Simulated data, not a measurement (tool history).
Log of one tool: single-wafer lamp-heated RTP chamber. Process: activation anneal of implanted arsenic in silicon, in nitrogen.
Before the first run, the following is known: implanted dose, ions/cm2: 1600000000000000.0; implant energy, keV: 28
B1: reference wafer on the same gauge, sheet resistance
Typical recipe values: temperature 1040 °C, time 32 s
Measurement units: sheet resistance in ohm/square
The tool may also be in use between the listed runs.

Run 1, hour 0.0: usual settings but temperature 1022 °C; B1 82.97. Result: sheet resistance 80.01 ohm/square.
Run 2, hour 57.9: usual settings but temperature 1022 °C; B1 82.89. Result: sheet resistance 79.97 ohm/square.
Run 3, hour 86.6: usual settings but time 45 s; B1 82.90. Result: sheet resistance 73.27 ohm/square.
Run 4, hour 133.9: usual settings; B1 83.01. Result: sheet resistance 75.99 ohm/square.
Run 5, hour 186.4: usual settings; B1 82.90. Result: sheet resistance 76.21 ohm/square.
Run 6, hour 242.7: usual settings but time 28 s; B1 82.88. Result: sheet resistance 77.13 ohm/square.
At hour 318.3: reflector plate cleaned.
Run 7, hour 318.8: usual settings but time 28 s; B1 83.01. Result: sheet resistance 77.39 ohm/square.
Run 8, hour 355.1: usual settings; B1 82.95. Result: sheet resistance 75.94 ohm/square.
Run 9, hour 383.5: usual settings; B1 83.07. Result: sheet resistance 75.32 ohm/square.
Run 10, hour 410.9: usual settings; B1 83.26. Result: sheet resistance 76.16 ohm/square.
Run 11, hour 477.0: usual settings; B1 83.04. Result: sheet resistance 76.49 ohm/square.
At hour 499.2: pyrometer window cleaned and pyrometer calibrated.
Run 12, hour 540.7: usual settings; B1 83.06. Result: sheet resistance 76.03 ohm/square.
Run 13, hour 590.9: usual settings; B1 83.10. Result: sheet resistance 76.82 ohm/square.
At hour 645.2: gauge calibrated.
Run 14, hour 651.0: usual settings; B1 83.04. Result: sheet resistance 75.85 ohm/square.
Run 15, hour 719.7: usual settings; B1 82.94. Result: sheet resistance 75.95 ohm/square.
Run 16, hour 757.6: usual settings; B1 83.08. Result: sheet resistance 75.41 ohm/square.
Run 17, hour 790.9: usual settings but temperature 1060 °C, time 43 s; B1 82.75. Result: sheet resistance 69.46 ohm/square.
Run 18, hour 844.3: usual settings but temperature 1048 °C, time 38 s; B1 82.94. Result: sheet resistance 72.43 ohm/square.
Run 19, hour 887.1: usual settings but temperature 1024 °C, time 14 s; B1 83.07. Result: sheet resistance 87.46 ohm/square.
At hour 949.4: pyrometer window cleaned and pyrometer calibrated.
Run 20, hour 951.3: usual settings but temperature 1063 °C, time 45 s; B1 83.25. Result: sheet resistance 67.37 ohm/square.
Run 21, hour 991.4: usual settings but temperature 1059 °C, time 21 s; B1 83.05. Result: sheet resistance 75.64 ohm/square.
Run 22, hour 1050.1: usual settings but temperature 1059 °C, time 44 s; B1 83.12. Result: sheet resistance 69.90 ohm/square.
Run 23, hour 1084.3: usual settings but time 45 s; B1 82.71. Result: sheet resistance 73.58 ohm/square.
Run 24, hour 1119.0: usual settings but temperature 1066 °C; B1 82.95. Result: sheet resistance 70.52 ohm/square.
Run 25, hour 1163.3: usual settings but temperature 1049 °C, time 39 s; B1 83.08. Result: sheet resistance 72.12 ohm/square.
Run 26, hour 1234.5: usual settings but temperature 1030 °C; B1 83.09. Result: sheet resistance 77.94 ohm/square.
Run 27, hour 1282.7: usual settings but temperature 1022 °C, time 26 s; B1 82.80. Result: sheet resistance 82.14 ohm/square.
Run 28, hour 1341.2: usual settings but temperature 1024 °C, time 14 s; B1 83.00. Result: sheet resistance 85.40 ohm/square.
At hour 1371.0: pyrometer window cleaned and pyrometer calibrated.
At hour 1378.8: reflector plate cleaned.
Run 29, hour 1412.6: usual settings but temperature 1010 °C; B1 83.30. Result: sheet resistance 83.09 ohm/square.
Run 30, hour 1438.1: usual settings but temperature 1050 °C, time 38 s; B1 83.12. Result: sheet resistance 71.92 ohm/square.

What will run 31 give?
Run 31, hour 1509.2: usual settings but time 44 s; B1 ?. Result: sheet resistance ?.

B1: 82.77
sheet resistance: 73.59 ohm/square
The same run, on a tool lacking any hidden state, would have yielded sheet resistance 73.59 ohm/square.
